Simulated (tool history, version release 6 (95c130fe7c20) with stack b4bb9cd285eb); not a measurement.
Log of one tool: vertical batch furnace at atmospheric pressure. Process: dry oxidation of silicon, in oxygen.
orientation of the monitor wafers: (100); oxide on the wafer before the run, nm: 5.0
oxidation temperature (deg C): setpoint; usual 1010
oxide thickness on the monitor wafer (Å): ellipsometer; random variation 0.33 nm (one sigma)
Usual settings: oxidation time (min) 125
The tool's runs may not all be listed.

run   hour  oxidation temperature (deg C)  oxidation time (min)  read-back reference wafer on the same gauge, thickness  oxide thickness on the monitor wafer (Å)
  1      0                           1010                   125                                                  100.54                                       854
  2   21.2                           1010                 100.5                                                  100.54                                     740.1
  3   40.2                           1010                 100.5                                                  100.51                                     740.3
  4   66.5                           1010                 100.5                                                  100.59                                     739.4
     123.8  -- thermocouples replaced and temperature profile calibrated
  5  124.3                           1010                   125                                                  100.48                                     851.7
  6  129.6                           1020                   125                                                  100.54                                     942.2
  7  152.9                           1020                   125                                                  100.59                                       940
     165.1  -- gauge calibrated
  8  179.1                           1010                    92                                                  100.58                                     699.4
  9  207.5                           1034                   107                                                  100.48                                       960
 10  225.7                           1033                   125                                                  100.58                                    1044.8
 11    238                           1010                   125                                                  100.36                                     854.3
     271.8  -- boat lift adjusted
 12  272.3                           1003                   125                                                  100.51                                     803.6
 13  285.6                           1010                 104.5                                                   100.4                                     757.2
 14  309.6                           1010                   125                                                  100.48                                     858.3
 15  329.4                            985                   174                                                  100.63                                     862.9
 16  343.6                           1020                   187                                                  100.57                                      1237

The tool's hidden state at each run:
true tube temperature minus thermocouple reading, K: 0 in every run
monitor wafer colder than the profiled boat position, K: 0 in every run
gauge reads high (%): 0 in every run
